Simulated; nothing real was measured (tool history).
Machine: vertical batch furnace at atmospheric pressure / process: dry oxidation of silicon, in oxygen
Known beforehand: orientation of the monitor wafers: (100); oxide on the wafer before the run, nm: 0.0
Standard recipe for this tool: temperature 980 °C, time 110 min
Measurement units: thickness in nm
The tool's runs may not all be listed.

| run | hour | temperature | time | read-back reference wafer on the same gauge, thickness | thickness |
|---|---|---|---|---|---|
| 1 | 0 | 980 | 110 | 73.29 | 65.77 |
| 2 | 22.1 | 980 | 110 | 73.29 | 65.78 |
| 3 | 52.5 | 980 | 110 | 73.3 | 65.57 |
| 4 | 63.5 | 980 | 110 | 73.28 | 65.62 |
| 5 | 85.1 | 980 | 110 | 73.31 | 65.5 |
| 6 | 98.8 | 980 | 110 | 73.29 | 65.64 |
| 7 | 114.3 | 980 | 110 | 73.29 | 65.67 |
| 8 | 134.7 | 980 | 110 | 73.31 | 65.58 |
|  | 144.6 | gauge calibrated |
| 9 | 156.8 | 980 | 110 | 73.29 | 65.77 |
| 10 | 177.3 | 980 | 133.5 | 73.28 | 75.39 |
|  | 211.4 | boat lift adjusted |
| 11 | 211.9 | 986 | 75.5 | 73.28 | 53.88 |
| 12 | 217.2 | 986 | 75.5 | 73.31 | 53.76 |
|  | 236.5 | thermocouples replaced and temperature profile calibrated |
| 13 | 237 | 986 | 75.5 | 73.27 | 51.48 |
| 14 | 242.3 | 980 | 110 | 73.28 | 63.39 |
| 15 | 250.9 | 980 | 110 | 73.26 | 63.29 |
| 16 | 269.4 | 980 | 110 | 73.31 | 63.36 |
| 17 | 285.9 | 980 | 139.5 | 73.32 | 75 |
| 18 | 298.6 | 980 | 139.5 | 73.32 | 75.08 |
| 19 | 307 | 958 | 77 | 73.33 | 41.61 |
| 20 | 316.2 | 1001 | 77.5 | 73.29 | 60.85 |
| 21 | 330.4 | 980 | 110 | 73.31 | 63.4 |
| 22 | 352.5 | 955 | 154.5 | 73.3 | 66.13 |
| 23 | 361.3 | 956 | 136.5 | 73.27 | 61.09 |
| 24 | 375 | 1004 | 110 | 73.29 | 79.58 |
| 25 | 396.9 | 973 | 61.5 | 73.3 | 40.42 |
| 26 | 409 | 999 | 87.5 | 73.3 | 64.79 |
| 27 | 449.8 | 968 | 127.5 | 73.29 | 64.37 |
|  | 455.2 | gauge calibrated |
| 28 | 470.4 | 998 | 152 | 73.28 | 94.1 |
| 29 | 490.1 | 991 | 133 | 73.31 | 80.26 |
| 30 | 510.9 | 957 | 110 | 73.29 | 53.05 |
| 31 | 526.5 | 965 | 110 | 73.33 | 56.45 |
| 32 | 544 | 980 | 110 | 73.29 | 63.72 |
| 33 | 554.9 | 970 | 133.5 | 73.3 | 67.49 |
| 34 | 568 | 980 | 110 | 73.33 | 63.56 |

The next listed run, before its measurement:
| 35 | 579.5 | 958 | 110 | ? | ? |

{"run 35": {"read-back reference wafer on the same gauge, thickness": 73.26, "thickness": 53.46}}
Without the tool's hidden state the same run would have given thickness 53 nm.

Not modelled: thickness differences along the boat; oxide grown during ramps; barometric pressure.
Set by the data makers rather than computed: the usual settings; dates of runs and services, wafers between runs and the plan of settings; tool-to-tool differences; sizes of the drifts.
